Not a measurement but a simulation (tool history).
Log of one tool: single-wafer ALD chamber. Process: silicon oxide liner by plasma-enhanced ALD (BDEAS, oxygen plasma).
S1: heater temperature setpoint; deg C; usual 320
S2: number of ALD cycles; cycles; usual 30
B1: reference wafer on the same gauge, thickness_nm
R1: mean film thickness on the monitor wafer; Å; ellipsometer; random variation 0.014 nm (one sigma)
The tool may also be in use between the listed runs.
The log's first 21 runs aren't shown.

run,hour,S1,S2,B1,R1
22,507,320,30,2.31,28.68
23,520.6,320,30,2.307,28.56
24,534.9,320,30,2.308,28.91
25,549.6,320,30,2.309,28.87
26,578.2,332,33,2.31,31.02
# hour 590: gauge calibrated
27,592.1,313,26,2.312,25.22
# hour 601: thermocouple changed; heater temperature recalibrated
28,609.4,307,27,2.309,26.69
29,623.2,306,27,2.31,26.73
30,652.3,333,30,2.312,28.14
31,682.7,332,36,2.31,33.99
32,695.4,328,32,2.313,30.35
33,719,310,35,2.308,33.98
34,750,308,24,2.31,23.49
35,764,320,27,2.313,25.9
36,783.9,327,27,2.308,25.75
37,807.3,320,30,2.309,28.78
38,822.7,308,30,2.313,29.43
39,839.5,320,35,2.311,33.71
40,866.8,307,35,2.311,34.5
41,898.7,335,35,2.312,32.75
42,929.4,327,30,2.312,28.54

Forecast run 43:
43,955.9,315,32,?,?

{"run 43": {"B1": 2.31, "R1": 31.12}}
Without the tool's hidden state the same run would have given R1 31.12 Å.
